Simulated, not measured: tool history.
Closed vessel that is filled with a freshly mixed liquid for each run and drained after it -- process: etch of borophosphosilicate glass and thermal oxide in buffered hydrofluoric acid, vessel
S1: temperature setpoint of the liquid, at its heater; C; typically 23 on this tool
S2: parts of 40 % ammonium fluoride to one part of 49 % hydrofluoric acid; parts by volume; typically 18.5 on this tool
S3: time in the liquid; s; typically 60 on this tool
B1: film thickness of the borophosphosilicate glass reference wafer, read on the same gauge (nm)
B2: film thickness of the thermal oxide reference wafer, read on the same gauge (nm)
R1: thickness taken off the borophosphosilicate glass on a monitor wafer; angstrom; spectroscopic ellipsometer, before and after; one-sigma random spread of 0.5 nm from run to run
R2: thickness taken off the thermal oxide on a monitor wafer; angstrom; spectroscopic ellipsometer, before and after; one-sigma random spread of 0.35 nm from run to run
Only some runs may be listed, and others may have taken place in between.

{"run": 1, "hour": 0.0, "S1": 21.5, "S2": 18.5, "S3": 60, "B1": 99.97, "B2": 140.01, "R1": 523, "R2": 358.2}
{"run": 2, "hour": 28.8, "S1": 23, "S2": 15.5, "S3": 60, "B1": 99.98, "B2": 140.05, "R1": 670.8, "R2": 471.7}
{"run": 3, "hour": 59.0, "S1": 23, "S2": 18.5, "S3": 60, "B1": 99.97, "B2": 140.02, "R1": 586.7, "R2": 401.4}
{"run": 4, "hour": 82.4, "S1": 23, "S2": 18.5, "S3": 60, "B1": 100.01, "B2": 139.97, "R1": 578.7, "R2": 398.2}
{"run": 5, "hour": 107.2, "S1": 23, "S2": 18.5, "S3": 35, "B1": 99.98, "B2": 140.01, "R1": 342.1, "R2": 234}
{"run": 6, "hour": 135.9, "S1": 23, "S2": 18.5, "S3": 35, "B1": 99.99, "B2": 139.99, "R1": 347.3, "R2": 238.8}
{"run": 7, "hour": 153.9, "S1": 23, "S2": 18.5, "S3": 35, "B1": 99.99, "B2": 139.99, "R1": 343.7, "R2": 233.5}
{"run": 8, "hour": 166.2, "S1": 23, "S2": 18.5, "S3": 60, "B1": 100, "B2": 140, "R1": 601.3, "R2": 401.8}
{"run": 9, "hour": 197.1, "S1": 23, "S2": 18.5, "S3": 60, "B1": 100.02, "B2": 139.99, "R1": 598.1, "R2": 401.7}
{"run": 10, "hour": 222.1, "S1": 18.5, "S2": 22.5, "S3": 30, "B1": 99.99, "B2": 139.98, "R1": 193.1, "R2": 130.4}
{"run": 11, "hour": 257.1, "S1": 18.5, "S2": 13, "S3": 40, "B1": 99.99, "B2": 140.02, "R1": 443.1, "R2": 301.7}
{"run": 12, "hour": 269.4, "S1": 23, "S2": 13, "S3": 50, "B1": 100.04, "B2": 139.98, "R1": 707.3, "R2": 483.9}
{"run": 13, "hour": 288.4, "S1": 19.5, "S2": 15, "S3": 60, "B1": 100, "B2": 139.98, "R1": 608.9, "R2": 418.8}
{"run": 14, "hour": 316.9, "S1": 23, "S2": 18.5, "S3": 60, "B1": 100, "B2": 140.01, "R1": 615.6, "R2": 413.5}
{"run": 15, "hour": 347.9, "S1": 23, "S2": 18.5, "S3": 85, "B1": 100.03, "B2": 139.99, "R1": 867, "R2": 594.5}
{"run": 16, "hour": 372.5, "S1": 27.5, "S2": 18.5, "S3": 50, "B1": 99.99, "B2": 140, "R1": 654, "R2": 447.5}
{"run": 17, "hour": 391.0, "S1": 21.5, "S2": 18.5, "S3": 60, "B1": 99.97, "B2": 139.98, "R1": 507.5, "R2": 335.5}
{"run": 18, "hour": 406.2, "S1": 23, "S2": 18.5, "S3": 40, "B1": 100.02, "B2": 139.98, "R1": 359.7, "R2": 246.8}
{"run": 19, "hour": 423.1, "S1": 28, "S2": 14.5, "S3": 95, "B1": 99.99, "B2": 140, "R1": 1443.8, "R2": 975.2}
{"run": 20, "hour": 456.0, "S1": 25, "S2": 13, "S3": 35, "B1": 100.02, "B2": 139.98, "R1": 507.1, "R2": 344.5}
{"run": 21, "hour": 485.8, "S1": 20, "S2": 18.5, "S3": 60, "B1": 99.99, "B2": 140.01, "R1": 469.5, "R2": 314.9}
{"run": 22, "hour": 515.1, "S1": 23, "S2": 24.5, "S3": 60, "B1": 99.98, "B2": 140.02, "R1": 437.8, "R2": 302.6}
{"run": 23, "hour": 532.2, "S1": 23, "S2": 18.5, "S3": 90, "B1": 100.01, "B2": 140.02, "R1": 838.8, "R2": 579.1}
{"run": 24, "hour": 559.8, "S1": 23, "S2": 23.5, "S3": 60, "B1": 99.98, "B2": 140.01, "R1": 463, "R2": 314.9}
{"run": 25, "hour": 575.4, "S1": 23, "S2": 18.5, "S3": 60, "B1": 100, "B2": 139.99, "R1": 560.8, "R2": 378.2}
{"run": 26, "hour": 591.8, "S1": 20.5, "S2": 18.5, "S3": 30, "B1": 99.99, "B2": 140, "R1": 243.5, "R2": 166.6}

Not shown here: 3 entries made in the log between runs. Locate each between two listed runs and compare the hidden state at the listed run before it with the hidden state at the listed run after it:
Between runs 5 and 6: gauge calibrated (hour 124)
  hydrofluoric acid flow above the setpoint (%): 9.16 -> 9.77
  measured value less the no-hidden-state value, R1: +28.5 -> +30.6 angstrom; R2: +19.4 -> +21 angstrom
Between runs 14 and 15: thermometer replaced (hour 318.1)
  hydrofluoric acid flow above the setpoint (%): 13.6 -> 14.3
  measured value less the no-hidden-state value, R1: +73.1 -> +107.3 angstrom; R2: +48.9 -> +73.4 angstrom
Between runs 16 and 17: hydrofluoric acid flow meter replaced (hour 387.7)
  hydrofluoric acid flow above the setpoint (%): 14.8 -> 0.715
  measured value less the no-hidden-state value, R1: +83.3 -> +3.5 angstrom; R2: +56.8 -> +2.4 angstrom

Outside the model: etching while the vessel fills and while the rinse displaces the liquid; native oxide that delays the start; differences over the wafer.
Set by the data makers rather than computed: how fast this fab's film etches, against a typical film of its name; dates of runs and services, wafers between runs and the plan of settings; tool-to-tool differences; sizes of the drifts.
